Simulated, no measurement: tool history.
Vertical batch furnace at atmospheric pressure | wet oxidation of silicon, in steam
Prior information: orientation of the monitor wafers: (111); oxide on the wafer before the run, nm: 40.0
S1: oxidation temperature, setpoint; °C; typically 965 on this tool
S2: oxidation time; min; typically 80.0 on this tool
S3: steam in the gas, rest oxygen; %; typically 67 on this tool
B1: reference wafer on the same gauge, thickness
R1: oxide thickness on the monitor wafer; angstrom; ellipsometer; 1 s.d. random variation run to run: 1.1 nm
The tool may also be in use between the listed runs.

{"run": 1, "hour": 0.0, "S1": 965, "S2": 80.0, "S3": 67, "B1": 330.92, "R1": 3553.3}
{"run": 2, "hour": 42.2, "S1": 965, "S2": 80.0, "S3": 67, "B1": 330.94, "R1": 3586.7}
{"run": 3, "hour": 101.9, "S1": 965, "S2": 80.0, "S3": 67, "B1": 331.07, "R1": 3558.2}
{"run": 4, "hour": 139.6, "S1": 965, "S2": 94.0, "S3": 67, "B1": 331.41, "R1": 3960.2}
{"run": 5, "hour": 167.0, "S1": 965, "S2": 94.0, "S3": 67, "B1": 330.99, "R1": 3958.9}
{"run": 6, "hour": 199.9, "S1": 965, "S2": 94.0, "S3": 67, "B1": 331.02, "R1": 3964.8}
{"run": 7, "hour": 264.7, "S1": 965, "S2": 80.0, "S3": 67, "B1": 331.09, "R1": 3567.9}
{"run": 8, "hour": 321.4, "S1": 965, "S2": 80.0, "S3": 67, "B1": 331.33, "R1": 3563.7}
{"run": 9, "hour": 364.0, "S1": 965, "S2": 80.0, "S3": 67, "B1": 330.83, "R1": 3577.4}
{"run": 10, "hour": 394.1, "S1": 965, "S2": 80.0, "S3": 67, "B1": 331.14, "R1": 3575.8}
{"run": 11, "hour": 456.1, "S1": 965, "S2": 80.0, "S3": 67, "B1": 331.0, "R1": 3540.7}
{"run": 12, "hour": 513.7, "S1": 965, "S2": 80.0, "S3": 67, "B1": 331.19, "R1": 3552.9}
{"run": 13, "hour": 585.4, "S1": 965, "S2": 80.0, "S3": 67, "B1": 331.06, "R1": 3566.7}
{"run": 14, "hour": 624.4, "S1": 965, "S2": 80.0, "S3": 67, "B1": 330.81, "R1": 3559.3}
{"run": 15, "hour": 693.3, "S1": 965, "S2": 80.0, "S3": 67, "B1": 330.98, "R1": 3552.3}
{"run": 16, "hour": 717.6, "S1": 965, "S2": 80.0, "S3": 67, "B1": 331.29, "R1": 3561.3}
{"run": 17, "hour": 771.2, "S1": 965, "S2": 80.0, "S3": 67, "B1": 331.36, "R1": 3563.9}
{"run": 18, "hour": 821.2, "S1": 948, "S2": 80.0, "S3": 67, "B1": 331.14, "R1": 3162.0}
{"run": 19, "hour": 877.6, "S1": 941, "S2": 53.5, "S3": 78, "B1": 330.97, "R1": 2537.7}
{"run": 20, "hour": 910.3, "S1": 954, "S2": 66.5, "S3": 77, "B1": 330.88, "R1": 3211.9}
{"run": 21, "hour": 956.8, "S1": 965, "S2": 48.5, "S3": 67, "B1": 331.27, "R1": 2588.2}
{"run": 22, "hour": 984.2, "S1": 965, "S2": 80.0, "S3": 67, "B1": 330.73, "R1": 3554.8}
{"run": 23, "hour": 1087.1, "S1": 965, "S2": 80.0, "S3": 67, "B1": 331.48, "R1": 3558.7}
{"run": 24, "hour": 1148.7, "S1": 954, "S2": 57.5, "S3": 76, "B1": 330.54, "R1": 3040.1}
{"run": 25, "hour": 1218.4, "S1": 965, "S2": 80.0, "S3": 67, "B1": 330.72, "R1": 3704.3}
{"run": 26, "hour": 1280.2, "S1": 978, "S2": 80.0, "S3": 73, "B1": 331.08, "R1": 4222.7}
{"run": 27, "hour": 1314.7, "S1": 941, "S2": 53.5, "S3": 78, "B1": 331.24, "R1": 2661.2}
{"run": 28, "hour": 1356.0, "S1": 981, "S2": 108.5, "S3": 62, "B1": 330.89, "R1": 4678.3}
{"run": 29, "hour": 1388.6, "S1": 965, "S2": 80.0, "S3": 67, "B1": 330.77, "R1": 3687.8}
{"run": 30, "hour": 1432.7, "S1": 955, "S2": 80.0, "S3": 64, "B1": 331.17, "R1": 3355.2}
{"run": 31, "hour": 1457.0, "S1": 965, "S2": 63.5, "S3": 63, "B1": 330.67, "R1": 3052.2}
{"run": 32, "hour": 1490.4, "S1": 975, "S2": 109.0, "S3": 78, "B1": 330.79, "R1": 5213.0}
{"run": 33, "hour": 1545.5, "S1": 965, "S2": 80.0, "S3": 67, "B1": 331.03, "R1": 3660.1}
{"run": 34, "hour": 1588.6, "S1": 986, "S2": 67.0, "S3": 56, "B1": 330.99, "R1": 3346.2}
{"run": 35, "hour": 1613.0, "S1": 965, "S2": 80.0, "S3": 67, "B1": 331.08, "R1": 3661.9}
{"run": 36, "hour": 1646.7, "S1": 965, "S2": 80.0, "S3": 67, "B1": 330.6, "R1": 3652.0}
{"run": 37, "hour": 1679.0, "S1": 965, "S2": 69.5, "S3": 67, "B1": 330.6, "R1": 3319.8}

Missing from the log above: 4 entries noted between runs. For each, name the pair of listed runs it sits between and say how the tool's hidden condition differs from the listed run just before to the listed run just after:
Between runs 6 and 7: gauge calibrated (hour 246.7)
  steam share off its setpoint, % of the setpoint: -7.13 -> -7.22
  difference, measured minus the result without the unlogged condition, R1: -187.9 -> -172.7 angstrom
Between runs 12 and 13: thermocouples replaced and temperature profile calibrated (hour 542.5)
  steam share off its setpoint, % of the setpoint: -7.5 -> -7.57
  difference, measured minus the result without the unlogged condition, R1: -179.2 -> -181.7 angstrom
Between runs 23 and 24: steam generator serviced (hour 1126.7)
  steam share off its setpoint, % of the setpoint: -7.92 -> -0.222
  difference, measured minus the result without the unlogged condition, R1: -190.1 -> -4.4 angstrom
Between runs 25 and 26: gauge calibrated (hour 1231.5)
  steam share off its setpoint, % of the setpoint: -0.842 -> -1.35
  difference, measured minus the result without the unlogged condition, R1: -19.8 -> -35.4 angstrom
